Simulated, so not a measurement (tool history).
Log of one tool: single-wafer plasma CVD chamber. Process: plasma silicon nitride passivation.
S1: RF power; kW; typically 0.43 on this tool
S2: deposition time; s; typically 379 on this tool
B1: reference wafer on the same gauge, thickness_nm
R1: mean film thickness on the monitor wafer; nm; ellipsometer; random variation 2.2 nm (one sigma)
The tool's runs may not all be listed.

run     day     S1   S2       B1       R1
  1       0   0.43  333  583.883  459.757
  2   2.962   0.43  379  583.847  524.977
  3   7.362   0.43  379  584.251  520.655
  4  11.688   0.43  379   584.18  519.549
  5  16.008   0.43  379  584.256  522.863
  6  20.088  0.475  379   583.51  536.362
  7  23.621  0.475  423  583.923  599.034
  8   27.65   0.43  379  584.267  517.452
     28.325  -- showerhead replaced
     28.821  -- gauge calibrated
  9  30.538   0.43  379   583.92  517.099
 10  32.179   0.43  379  584.137  519.546
     32.954  -- RF generator calibrated
 11  35.933   0.43  379  584.075  533.454
 12  37.446   0.43  379   583.87  529.179
 13  40.625  0.405  304  583.839  417.586
 14  42.975   0.37  379  583.801  504.893
 15  50.738   0.43  379  584.228  526.361
 16  53.367   0.49  356   583.92   515.73
 17  56.588  0.375  379  583.935   503.94

Run 18 has not been measured yet. What should we expect?
 18  58.508  0.36  430   ?   ?

{"run 18": {"B1": 584.062, "R1": 562.972}}
If the tool had no hidden condition, the same run with the same run-to-run variation would have returned R1 570.09 nm.
